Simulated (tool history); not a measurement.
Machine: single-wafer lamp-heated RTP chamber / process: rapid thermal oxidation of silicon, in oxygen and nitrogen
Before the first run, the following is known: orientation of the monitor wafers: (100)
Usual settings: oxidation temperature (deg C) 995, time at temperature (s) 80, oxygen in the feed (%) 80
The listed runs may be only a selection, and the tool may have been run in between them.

run	hour	oxidation temperature (deg C)	time at temperature (s)	oxygen in the feed (%)	wafers since the last listed run	wafers since the last pyrometer calibration	hours since the oxygen flow controller was replaced	hours since the gauge calibration	read-back reference wafer on the same gauge, thickness	oxide thickness on the monitor wafer (angstrom)
1	0.0	995	80	80	0	2807	4854.4	665.9	4.950	59.11
2	48.9	995	80	80	401	3209	4903.3	714.8	4.948	58.78
3	84.6	995	80	80	293	3502	4939.0	750.5	4.950	59.81
4	100.0	995	80	80	126	3628	4954.4	765.9	4.951	59.43
5	112.7	995	80	80	104	3733	4967.1	778.6	4.950	59.01
6	126.5	995	80	80	113	3846	4980.9	792.4	4.949	59.27
7	145.4	995	80	94	155	4001	4999.8	811.3	4.951	63.18
8	167.7	995	59	80	183	4185	5022.1	833.6	4.951	51.77
9	191.2	995	59	80	193	4378	5045.6	857.1	4.949	52.15
10	210.5	995	59	80	158	4536	5064.9	876.4	4.951	52.07
11	237.7	995	80	80	223	4759	5092.1	903.6	4.951	59.00
# hour 257.3: pyrometer window cleaned and pyrometer calibrated
12	257.8	995	80	80	99	4	5112.2	923.7	4.952	59.06
13	287.7	995	80	80	245	249	5142.1	953.6	4.953	59.19
14	320.8	995	80	80	271	521	5175.2	986.7	4.953	59.00
15	334.4	995	80	80	111	633	5188.8	1000.3	4.952	58.83
# hour 351.3: oxygen flow controller replaced
16	356.5	995	80	80	115	749	5.2	1022.4	4.946	59.37
17	384.4	995	80	80	229	978	33.1	1050.3	4.955	59.39
18	410.2	995	80	80	211	1190	58.9	1076.1	4.945	59.26
19	503.4	995	80	80	765	1955	152.1	1169.3	4.953	59.64
20	529.4	981	61	98	213	2169	178.1	1195.3	4.948	51.11
21	553.6	995	118	94	198	2368	202.3	1219.5	4.952	74.27
# hour 554.0: gauge calibrated
22	576.8	977	80	66	190	2558	225.5	22.8	4.947	48.78
23	594.3	995	80	80	143	2702	243.0	40.3	4.953	59.33
24	611.7	1023	46	80	142	2845	260.4	57.7	4.950	56.89
25	642.6	995	51	68	253	3099	291.3	88.6	4.949	46.37
26	675.1	995	44	57	266	3366	323.8	121.1	4.952	41.04
27	696.1	995	80	80	172	3538	344.8	142.1	4.954	59.45
28	732.4	986	80	80	298	3836	381.1	178.4	4.950	55.72
29	762.5	1014	80	52	247	4083	411.2	208.5	4.948	58.94
30	791.1	1003	80	98	234	4318	439.8	237.1	4.952	68.15
# hour 821.6: pyrometer window cleaned and pyrometer calibrated
31	879.2	1008	62	98	657	472	527.9	325.2	4.950	62.96
32	909.8	1013	65	80	251	724	558.5	355.8	4.948	61.76
33	927.6	995	80	80	146	870	576.3	373.6	4.949	59.05
34	945.0	995	80	95	142	1013	593.7	391.0	4.955	63.16
35	977.2	973	90	80	264	1277	625.9	423.2	4.954	53.45
36	1008.7	995	80	92	258	1536	657.4	454.7	4.953	62.52
37	1028.1	995	80	80	159	1695	676.8	474.1	4.947	59.19
38	1045.6	972	80	56	143	1839	694.3	491.6	4.947	44.66
39	1066.7	1010	106	97	173	2012	715.4	512.7	4.950	80.66

What the log doesn't show, run by run:
true wafer temperature minus pyrometer reading, K: 0 in every run
deviation of the oxygen flow from its setpoint, %: 0 in every run
gauge reads high (%): 0 in every run
